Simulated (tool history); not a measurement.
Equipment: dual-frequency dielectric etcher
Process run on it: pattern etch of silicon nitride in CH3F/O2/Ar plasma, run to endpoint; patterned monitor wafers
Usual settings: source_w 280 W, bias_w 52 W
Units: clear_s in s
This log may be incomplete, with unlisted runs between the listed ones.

run,hour,source_w,bias_w,wafers since the last listed run,hours since the last wet clean,hours since the last source power generator calibration,hours since the last bias power generator calibration,hours since the last upper electrode change,"incoming incoming film thickness, nm",clear_s
1,0.0,280,45,0,259.8,2801.9,3966.6,2928.3,18.69,42.0
2,12.1,280,52,102,271.9,2814.0,3978.7,2940.4,18.76,40.6
3,24.0,280,52,100,283.8,2825.9,3990.6,2952.3,18.75,41.0
4,33.5,280,52,80,293.3,2835.4,4000.1,2961.8,18.78,40.8
5,50.1,280,52,140,309.9,2852.0,4016.7,2978.4,19.04,41.6
# hour 70.4: source power generator calibrated
# hour 78.3: upper electrode replaced, of another model than before
# hour 82.0: bias power generator calibrated
6,82.5,280,52,142,342.3,12.1,0.5,4.2,18.90,41.7
7,96.9,310,52,121,356.7,26.5,14.9,18.6,19.11,39.8
8,103.0,280,52,51,362.8,32.6,21.0,24.7,18.98,42.0
9,111.3,280,52,70,371.1,40.9,29.3,33.0,18.71,40.8
10,117.8,280,45,54,377.6,47.4,35.8,39.5,18.91,43.0
11,124.2,280,52,54,384.0,53.8,42.2,45.9,18.81,42.0
12,130.3,280,42,51,390.1,59.9,48.3,52.0,18.94,43.8
# hour 156.2: wet clean of the chamber
13,156.7,320,60,20,0.5,86.3,74.7,78.4,18.82,35.6
14,161.7,320,63,42,5.5,91.3,79.7,83.4,18.85,35.1
15,205.2,280,64,367,49.0,134.8,123.2,126.9,18.89,38.0
16,214.8,220,52,81,58.6,144.4,132.8,136.5,19.03,46.3

Each row is a separate what-if for the run after 16, all from the same tool condition, not one after another. Results?
A,215.2,280,52,3,59.0,144.8,133.2,136.9,18.71,?
B,215.2,340,64,3,59.0,144.8,133.2,136.9,18.71,?
C,215.2,350,57,3,59.0,144.8,133.2,136.9,18.71,?

run,clear_s
A,39.7
B,34.1
C,34.5
Without the tool's hidden state the same runs would have given:
run,clear_s
A,39.3
B,33.8
C,34.2
